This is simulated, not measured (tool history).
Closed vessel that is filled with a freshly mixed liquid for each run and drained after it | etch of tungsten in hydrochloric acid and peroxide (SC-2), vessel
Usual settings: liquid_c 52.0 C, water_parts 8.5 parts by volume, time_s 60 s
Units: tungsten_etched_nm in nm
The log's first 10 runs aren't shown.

| run | hour | liquid_c | water_parts | time_s | wafers since the last listed run | hours since the thermometer was replaced | hours since the chemicals flow meter was replaced | hours since the drum of peroxide was connected | hours since the gauge calibration | read-back film thickness of the tungsten reference wafer, read on the same gauge (nm) | tungsten_etched_nm |
|---|---|---|---|---|---|---|---|---|---|---|---|
| 11 | 151.6 | 52.0 | 8.5 | 60 | 681 | 10.2 | 45.1 | 265.2 | 511.5 | 140.03 | 14.53 |
| 12 | 165.3 | 52.0 | 8.5 | 60 | 1097 | 23.9 | 58.8 | 278.9 | 525.2 | 139.98 | 14.54 |
| 13 | 178.5 | 52.0 | 6.0 | 30 | 1057 | 37.1 | 72.0 | 292.1 | 538.4 | 140.01 | 9.62 |
|  | 189.2 | gauge calibrated |
| 14 | 191.3 | 52.0 | 8.5 | 35 | 1025 | 49.9 | 84.8 | 304.9 | 2.1 | 140.03 | 8.56 |
| 15 | 206.3 | 52.0 | 8.5 | 45 | 1202 | 64.9 | 99.8 | 319.9 | 17.1 | 139.98 | 11.01 |
| 16 | 216.7 | 52.0 | 8.5 | 60 | 833 | 75.3 | 110.2 | 330.3 | 27.5 | 139.98 | 14.66 |
| 17 | 229.1 | 52.0 | 8.5 | 60 | 993 | 87.7 | 122.6 | 342.7 | 39.9 | 139.97 | 14.58 |
| 18 | 246.2 | 48.5 | 9.5 | 60 | 1370 | 104.8 | 139.7 | 359.8 | 57.0 | 140.03 | 10.70 |
| 19 | 263.5 | 52.0 | 8.5 | 60 | 1386 | 122.1 | 157.0 | 377.1 | 74.3 | 139.99 | 14.54 |
| 20 | 269.7 | 52.0 | 7.5 | 60 | 496 | 128.3 | 163.2 | 383.3 | 80.5 | 140.01 | 16.26 |
| 21 | 277.6 | 56.0 | 8.5 | 60 | 633 | 136.2 | 171.1 | 391.2 | 88.4 | 139.97 | 19.14 |
|  | 280.4 | new drum of peroxide connected |
| 22 | 287.1 | 56.0 | 5.0 | 70 | 681 | 145.7 | 180.6 | 6.7 | 97.9 | 140.04 | 33.67 |
| 23 | 294.5 | 47.0 | 5.0 | 40 | 592 | 153.1 | 188.0 | 14.1 | 105.3 | 139.99 | 10.56 |
| 24 | 302.4 | 52.0 | 8.5 | 60 | 633 | 161.0 | 195.9 | 22.0 | 113.2 | 140.00 | 14.81 |
| 25 | 313.2 | 55.0 | 6.5 | 40 | 865 | 171.8 | 206.7 | 32.8 | 124.0 | 140.00 | 14.81 |
| 26 | 363.1 | 58.0 | 8.5 | 60 | 3998 | 221.7 | 256.6 | 82.7 | 173.9 | 140.00 | 22.02 |
| 27 | 378.3 | 52.0 | 8.5 | 60 | 1218 | 236.9 | 271.8 | 97.9 | 189.1 | 140.01 | 14.77 |
| 28 | 389.0 | 52.0 | 12.0 | 60 | 857 | 247.6 | 282.5 | 108.6 | 199.8 | 140.00 | 11.12 |
| 29 | 395.3 | 61.0 | 11.5 | 60 | 504 | 253.9 | 288.8 | 114.9 | 206.1 | 140.05 | 20.78 |
| 30 | 411.6 | 52.0 | 8.5 | 60 | 1306 | 270.2 | 305.1 | 131.2 | 222.4 | 139.99 | 14.88 |
| 31 | 419.7 | 52.0 | 6.0 | 60 | 649 | 278.3 | 313.2 | 139.3 | 230.5 | 140.00 | 19.43 |

3 ways to go on from here, each from the tool as it stands after run 31. What would each give?
| A | 420.4 | 52.0 | 8.5 | 60 | 56 | 279.0 | 313.9 | 140.0 | 231.2 | ? | ? |
| B | 420.4 | 49.5 | 6.0 | 60 | 56 | 279.0 | 313.9 | 140.0 | 231.2 | ? | ? |
| C | 420.4 | 55.0 | 7.5 | 30 | 56 | 279.0 | 313.9 | 140.0 | 231.2 | ? | ? |

| run | read-back film thickness of the tungsten reference wafer, read on the same gauge (nm) | tungsten_etched_nm |
|---|---|---|
| A | 139.99 | 14.98 |
| B | 139.99 | 16.60 |
| C | 139.99 | 10.06 |
Without the tool's hidden state the same runs would have given:
| run | tungsten_etched_nm |
|---|---|
| A | 14.32 |
| B | 15.92 |
| C | 9.63 |
